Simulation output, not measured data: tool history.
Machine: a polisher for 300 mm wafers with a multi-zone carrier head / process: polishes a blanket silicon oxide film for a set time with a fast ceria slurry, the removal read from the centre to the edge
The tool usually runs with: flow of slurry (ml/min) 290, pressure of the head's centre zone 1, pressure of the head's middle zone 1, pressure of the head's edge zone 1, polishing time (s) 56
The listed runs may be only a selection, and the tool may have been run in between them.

run	hour	flow of slurry (ml/min)	pressure of the head's centre zone	pressure of the head's middle zone	pressure of the head's edge zone	polishing time (s)	incoming thickness of the incoming film, nm	film removed at the wafer's centre (angstrom)	film removed at mid-radius (angstrom)	film removed at the wafer's edge (angstrom)
1	0	290	1	1	1.05	56	1898.2	7245	7040	6913
2	12	290	1	1	1	56	1915.5	7316	6986	6870
3	19.4	290	1	1	1	56	1924.1	7332	7082	6827
# hour 33.7: worn pad replaced by a new one
4	34.2	290	1	1	1	56	1913.6	7204	7097	6730
5	40.6	290	1	1	1	56	1891.6	7172	7110	6630
# hour 53.9: edge zone pressure recalibrated
# hour 73: carrier head's membrane replaced by a new one
6	80.9	290	1	1	1	56	1923.1	7225	7153	7055
7	94.7	370	1	1	1	56	1908	7410	7229	6995
8	107.9	200	1	1.03	1	39	1892.8	4741	4752	4628
9	119.5	360	1	1	1.05	56	1879.4	7380	7263	7198
# hour 130.7: worn pad replaced by a new one
10	131.8	290	1	1	1	56	1880.1	7269	7099	6685
11	150	290	1	1	1.09	51	1886.1	6565	6504	6534
# hour 157.5: centre zone pressure recalibrated
12	163.7	290	1	1	1.05	56	1907.7	7191	7163	7265
13	176.6	290	1	1	1	56	1893	7171	7099	6749
14	189.2	290	1	1	1	56	1930.6	7223	7153	6709
# hour 209.4: worn pad replaced by a new one
# hour 219.4: slurry nozzle cleaned
15	229.4	360	1	1.11	0.89	56	1899.4	7498	7911	6583
16	246.3	290	1	0.91	1	56	1902.5	7143	6467	6999
17	252.7	290	1	1	1	56	1868.7	7170	7105	6876
18	271.8	225	1	1.04	1	56	1909.4	6907	7047	6737
19	280.5	290	1	1	1	56	1863.6	7140	7057	6856
20	286.9	290	1	1	0.93	56	1929.2	7333	6995	6824
21	301.1	235	0.92	1	1	56	1860.1	6449	6769	6838
# hour 307.4: worn pad replaced by a new one
22	315.4	265	0.89	1	1	56	1873.1	6386	6944	6891

What if the next run were any one of these 4? Each begins from the tool's condition after run 22:
A	315.8	290	1	1	1	56	1905.6	?	?	?
B	315.8	290	1.08	1	1	56	1905.6	?	?	?
C	315.8	200	1	1.1	1	41	1905.6	?	?	?
D	315.8	290	1	1	0.92	56	1905.6	?	?	?

run	film removed at the wafer's centre (angstrom)	film removed at mid-radius (angstrom)	film removed at the wafer's edge (angstrom)
A	7336	7148	6699
B	7927	7145	6698
C	5085	5400	4718
D	7336	7149	6439
What these runs would have given with no unlogged condition in the tool:
run	film removed at the wafer's centre (angstrom)	film removed at mid-radius (angstrom)	film removed at the wafer's edge (angstrom)
A	7336	7148	6699
B	7927	7145	6698
C	5085	5400	4718
D	7336	7149	6439

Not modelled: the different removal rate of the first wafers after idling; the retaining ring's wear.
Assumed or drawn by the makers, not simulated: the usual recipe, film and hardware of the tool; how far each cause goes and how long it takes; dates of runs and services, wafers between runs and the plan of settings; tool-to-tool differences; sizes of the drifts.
